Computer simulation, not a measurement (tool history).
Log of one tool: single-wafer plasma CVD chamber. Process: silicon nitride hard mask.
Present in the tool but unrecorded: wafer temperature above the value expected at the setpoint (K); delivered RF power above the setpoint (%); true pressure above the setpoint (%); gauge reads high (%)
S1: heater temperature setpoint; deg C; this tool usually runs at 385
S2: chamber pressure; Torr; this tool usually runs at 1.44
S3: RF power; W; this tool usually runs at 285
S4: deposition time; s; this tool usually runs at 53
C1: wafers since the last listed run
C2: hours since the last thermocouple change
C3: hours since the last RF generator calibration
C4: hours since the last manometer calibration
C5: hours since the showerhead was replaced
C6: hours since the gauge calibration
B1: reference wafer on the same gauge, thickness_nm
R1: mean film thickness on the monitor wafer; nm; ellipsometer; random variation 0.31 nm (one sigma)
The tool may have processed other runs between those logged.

| run | hour | S1 | S2 | S3 | S4 | C1 | C2 | C3 | C4 | C5 | C6 | B1 | R1 |
|---|---|---|---|---|---|---|---|---|---|---|---|---|---|
| 1 | 0 | 385 | 1.44 | 285 | 53 | 0 | 14.8 | 442.3 | 488.3 | 2752.8 | 1465.4 | 57.944 | 60.621 |
|  | 42.8 | gauge calibrated |
| 2 | 66.2 | 385 | 1.44 | 285 | 53 | 1606 | 81 | 508.5 | 554.5 | 2819 | 23.4 | 57.935 | 59.967 |
| 3 | 135.4 | 385 | 1.44 | 285 | 53 | 1678 | 150.2 | 577.7 | 623.7 | 2888.2 | 92.6 | 57.889 | 59.254 |
| 4 | 197.6 | 385 | 1.44 | 285 | 53 | 1509 | 212.4 | 639.9 | 685.9 | 2950.4 | 154.8 | 57.969 | 59.744 |
| 5 | 267.1 | 385 | 1.44 | 285 | 53 | 1686 | 281.9 | 709.4 | 755.4 | 3019.9 | 224.3 | 57.949 | 59.813 |
| 6 | 293.8 | 385 | 1.44 | 285 | 53 | 647 | 308.6 | 736.1 | 782.1 | 3046.6 | 251 | 57.95 | 59.435 |
| 7 | 348 | 385 | 1.44 | 315 | 53 | 1315 | 362.8 | 790.3 | 836.3 | 3100.8 | 305.2 | 57.938 | 62.6 |
|  | 404.6 | showerhead replaced |
| 8 | 405.7 | 385 | 1.44 | 230 | 53 | 1205 | 420.5 | 848 | 894 | 1.1 | 362.9 | 57.969 | 53.118 |
| 9 | 444.4 | 385 | 1.54 | 285 | 53 | 938 | 459.2 | 886.7 | 932.7 | 39.8 | 401.6 | 57.805 | 60.237 |
| 10 | 478.9 | 385 | 1.19 | 310 | 43.2 | 837 | 493.7 | 921.2 | 967.2 | 74.3 | 436.1 | 57.999 | 48.987 |
| 11 | 509.6 | 385 | 1.44 | 285 | 61 | 744 | 524.4 | 951.9 | 997.9 | 105 | 466.8 | 57.879 | 67.825 |
| 12 | 540.9 | 385 | 1.44 | 315 | 53 | 759 | 555.7 | 983.2 | 1029.2 | 136.3 | 498.1 | 57.877 | 62.83 |
| 13 | 591.3 | 372 | 1.44 | 285 | 53 | 1222 | 606.1 | 1033.6 | 1079.6 | 186.7 | 548.5 | 58.003 | 59.863 |
| 14 | 618.1 | 385 | 1.44 | 285 | 53 | 650 | 632.9 | 1060.4 | 1106.4 | 213.5 | 575.3 | 57.904 | 59.514 |
| 15 | 683.2 | 385 | 1.09 | 235 | 42.5 | 1579 | 698 | 1125.5 | 1171.5 | 278.6 | 640.4 | 57.936 | 41.567 |
| 16 | 726.4 | 385 | 1.44 | 285 | 53 | 1048 | 741.2 | 1168.7 | 1214.7 | 321.8 | 683.6 | 57.882 | 59.061 |
| 17 | 774.2 | 385 | 1.54 | 285 | 53 | 1159 | 789 | 1216.5 | 1262.5 | 369.6 | 731.4 | 57.892 | 60.004 |
|  | 794.3 | RF generator calibrated |
| 18 | 838.2 | 385 | 1.09 | 285 | 57.2 | 1358 | 853 | 43.9 | 1326.5 | 433.6 | 795.4 | 57.864 | 63.176 |
| 19 | 883.8 | 385 | 1.7 | 285 | 53 | 1106 | 898.6 | 89.5 | 1372.1 | 479.2 | 841 | 57.89 | 62.195 |
|  | 905.5 | capacitance manometer re-zeroed and calibrated |
| 20 | 954 | 385 | 1.13 | 285 | 53 | 1509 | 968.8 | 159.7 | 48.5 | 549.4 | 911.2 | 57.933 | 58.719 |
| 21 | 1025.1 | 398 | 1.44 | 285 | 44.4 | 1725 | 1039.9 | 230.8 | 119.6 | 620.5 | 982.3 | 57.919 | 50.077 |
| 22 | 1057.4 | 393 | 1.44 | 285 | 61.1 | 783 | 1072.2 | 263.1 | 151.9 | 652.8 | 1014.6 | 57.911 | 69.135 |
| 23 | 1093.2 | 385 | 1.44 | 285 | 48.5 | 868 | 1108 | 298.9 | 187.7 | 688.6 | 1050.4 | 57.949 | 54.958 |
| 24 | 1141.1 | 385 | 1.44 | 285 | 53 | 1162 | 1155.9 | 346.8 | 235.6 | 736.5 | 1098.3 | 57.914 | 60.059 |
| 25 | 1206.5 | 385 | 1.44 | 285 | 53 | 1586 | 1221.3 | 412.2 | 301 | 801.9 | 1163.7 | 57.884 | 60.154 |
| 26 | 1277 | 385 | 1.44 | 285 | 53 | 1710 | 1291.8 | 482.7 | 371.5 | 872.4 | 1234.2 | 57.851 | 59.776 |
| 27 | 1337.5 | 394 | 1.09 | 255 | 61.9 | 1467 | 1352.3 | 543.2 | 432 | 932.9 | 1294.7 | 57.903 | 63.073 |
| 28 | 1368.2 | 395 | 1.44 | 285 | 60.3 | 744 | 1383 | 573.9 | 462.7 | 963.6 | 1325.4 | 57.954 | 67.625 |

Forecast each of these 5 alternatives for the next run:
| A | 1368.6 | 385 | 1.44 | 285 | 53 | 9 | 1383.4 | 574.3 | 463.1 | 964 | 1325.8 | ? | ? |
| B | 1368.6 | 374 | 1.44 | 235 | 47.6 | 9 | 1383.4 | 574.3 | 463.1 | 964 | 1325.8 | ? | ? |
| C | 1368.6 | 385 | 1.44 | 285 | 49 | 9 | 1383.4 | 574.3 | 463.1 | 964 | 1325.8 | ? | ? |
| D | 1368.6 | 385 | 1.44 | 285 | 59.1 | 9 | 1383.4 | 574.3 | 463.1 | 964 | 1325.8 | ? | ? |
| E | 1368.6 | 390 | 1.53 | 235 | 60.8 | 9 | 1383.4 | 574.3 | 463.1 | 964 | 1325.8 | ? | ? |

| run | B1 | R1 |
|---|---|---|
| A | 57.943 | 59.941 |
| B | 57.943 | 49.051 |
| C | 57.943 | 55.425 |
| D | 57.943 | 66.827 |
| E | 57.943 | 62.817 |
With the hidden condition removed and each run's random variation left untouched, the same runs would have given:
| run | R1 |
|---|---|
| A | 61.019 |
| B | 49.969 |
| C | 56.422 |
| D | 68.029 |
| E | 63.993 |

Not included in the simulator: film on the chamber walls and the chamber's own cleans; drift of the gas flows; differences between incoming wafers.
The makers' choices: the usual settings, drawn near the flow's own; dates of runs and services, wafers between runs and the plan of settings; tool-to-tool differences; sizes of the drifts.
